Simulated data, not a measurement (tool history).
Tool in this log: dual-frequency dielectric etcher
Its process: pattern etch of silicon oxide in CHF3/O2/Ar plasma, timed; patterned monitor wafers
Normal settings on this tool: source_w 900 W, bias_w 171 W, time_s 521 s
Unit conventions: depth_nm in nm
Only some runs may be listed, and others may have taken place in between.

run	hour	source_w	bias_w	time_s	wafers since the last listed run	hours since the last wet clean	hours since the last source power generator calibration	hours since the last bias power generator calibration	hours since the last upper electrode change	hours since the gauge calibration	read-back reference wafer on the same gauge, depth_nm	depth_nm
1	0	900	171	521	0	151.1	2787.2	2318.5	4169.2	606.9	1010.2	1131.6
2	17.3	900	171	521	67	168.4	2804.5	2335.8	4186.5	624.2	1009.8	1134
3	47.6	900	162	521	118	198.7	2834.8	2366.1	4216.8	654.5	1010.3	1106.4
4	66.9	900	162	521	75	218	2854.1	2385.4	4236.1	673.8	1009.4	1102.7
5	82.8	900	162	521	62	233.9	2870	2401.3	4252	689.7	1009.6	1101.7
6	109.9	900	171	521	106	261	2897.1	2428.4	4279.1	716.8	1009.8	1126.1
7	132.4	900	171	521	88	283.5	2919.6	2450.9	4301.6	739.3	1010	1127.4
8	155.4	900	171	521	90	306.5	2942.6	2473.9	4324.6	762.3	1009.6	1126.5
# hour 196.7: wet clean of the chamber
9	197.2	900	171	521	69	0.5	2984.4	2515.7	4366.4	804.1	1009.9	1134.7
10	218.5	900	171	521	83	21.8	3005.7	2537	4387.7	825.4	1010.4	1134.7
# hour 239.5: gauge calibrated
# hour 256.6: upper electrode replaced
11	257.1	900	171	521	57	60.4	3044.3	2575.6	0.5	17.6	1010.3	1133.2
12	270.9	900	198	624	54	74.2	3058.1	2589.4	14.3	31.4	1009.7	1436.1
13	290.7	900	198	624	77	94	3077.9	2609.2	34.1	51.2	1010.2	1437
14	313.3	1100	201	564.5	88	116.6	3100.5	2631.8	56.7	73.8	1010.3	1408.1
15	335.7	730	132	564.5	87	139	3122.9	2654.2	79.1	96.2	1009.9	1009.2
16	369.4	1040	187	676.5	131	172.7	3156.6	2687.9	112.8	129.9	1010.4	1598.3
17	404	800	157	415.5	135	207.3	3191.2	2722.5	147.4	164.5	1010.1	826.9
# hour 418.6: bias power generator calibrated
18	433.2	740	171	521	98	236.5	3220.4	14.6	176.6	193.7	1009.3	1063.6
19	448	900	171	521	57	251.3	3235.2	29.4	191.4	208.5	1009.9	1148.5
20	479.4	900	171	521	122	282.7	3266.6	60.8	222.8	239.9	1010.2	1141.8
# hour 489.2: source power generator calibrated
# hour 517: wet clean of the chamber
21	517.5	900	198	624	39	0.5	28.3	98.9	260.9	278	1010.1	1481.7
22	539.1	900	212	426	84	22.1	49.9	120.5	282.5	299.6	1010.2	1038.1
23	573.4	900	171	621	134	56.4	84.2	154.8	316.8	333.9	1009.6	1381.4
24	588.7	900	213	521	59	71.7	99.5	170.1	332.1	349.2	1009.8	1267
25	605.1	700	171	587	64	88.1	115.9	186.5	348.5	365.6	1010.1	1180.7
26	633	1110	209	389	109	116	143.8	214.4	376.4	393.5	1010.2	1014.5
27	665.7	900	171	621	128	148.7	176.5	247.1	409.1	426.2	1010.2	1367.4

Here are 4 independent what-if runs from the current tool condition. What would each one return?
A	666.3	690	171	521	2	149.3	177.1	247.7	409.7	426.8	?	?
B	666.3	900	204	521	2	149.3	177.1	247.7	409.7	426.8	?	?
C	666.3	900	214	521	2	149.3	177.1	247.7	409.7	426.8	?	?
D	666.3	1040	142	521	2	149.3	177.1	247.7	409.7	426.8	?	?

run	read-back reference wafer on the same gauge, depth_nm	depth_nm
A	1009.5	1037
B	1009.5	1236.1
C	1009.5	1260.8
D	1009.5	1127.1
What these runs would have given with no unlogged condition in the tool:
run	depth_nm
A	1047.4
B	1248.6
C	1273.6
D	1137.9
